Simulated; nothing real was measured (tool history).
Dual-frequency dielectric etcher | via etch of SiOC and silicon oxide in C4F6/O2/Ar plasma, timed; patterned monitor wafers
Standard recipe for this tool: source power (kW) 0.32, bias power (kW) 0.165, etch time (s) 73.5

run	day	source power (kW)	bias power (kW)	etch time (s)	wafers since the last listed run	hours since the last wet clean	hours since the last source power generator calibration	hours since the last bias power generator calibration	hours since the last upper electrode change	hours since the gauge calibration	read-back reference wafer on the same gauge, depth_nm	mean etch depth across the wafer (Å)
1	0	0.32	0.165	73.5	0	174.1	1160.1	2410.9	3509.6	2162.8	82.6	710
2	1.75	0.32	0.165	73.5	338	216.1	1202.1	2452.9	3551.6	2204.8	82.7	712
3	3.433	0.32	0.165	73.5	325	256.5	1242.5	2493.3	3592	2245.2	82.5	708
4	5.483	0.32	0.165	73.5	396	305.7	1291.7	2542.5	3641.2	2294.4	82.6	711
5	7.488	0.32	0.154	73.5	387	353.8	1339.8	2590.6	3689.3	2342.5	82.6	698
# day 9.075: wet clean of the chamber
6	9.096	0.32	0.154	73.5	117	0.5	1378.4	2629.2	3727.9	2381.1	82.7	698
7	10.246	0.26	0.165	73.5	222	28.1	1406	2656.8	3755.5	2408.7	82.6	616
8	12.4	0.26	0.165	73.5	416	79.8	1457.7	2708.5	3807.2	2460.4	82.6	624
# day 14.329: bias power generator calibrated
# day 14.733: gauge calibrated
# day 14.762: upper electrode replaced
9	14.867	0.36	0.165	73.5	361	139	1516.9	12.9	2.5	3.2	82.6	762
10	16.575	0.35	0.165	64	330	180	1557.9	53.9	43.5	44.2	82.6	656
11	18.492	0.32	0.165	73.5	370	226	1603.9	99.9	89.5	90.2	82.5	707
12	19.496	0.28	0.165	80	194	250.1	1628	124	113.6	114.3	82.5	710
13	21.679	0.32	0.165	73.5	422	302.5	1680.4	176.4	166	166.7	82.6	712
14	22.962	0.32	0.179	91	248	333.3	1711.2	207.2	196.8	197.5	82.6	897
# day 25.9: wet clean of the chamber
15	25.921	0.32	0.165	55	378	0.5	1782.2	278.2	267.8	268.5	82.6	533

Run 16 is up next; what results do you expect?
# day 26.804: source power generator calibrated
16	27.538	0.32	0.154	73.5	280	39.3	17.6	317	306.6	307.3	?	?

Run 16 measured read-back reference wafer on the same gauge, depth_nm 82.6, mean etch depth across the wafer (Å) 695.
Were there no unlogged condition in the tool, this run, its random variation unchanged, would have produced mean etch depth across the wafer (Å) 695.
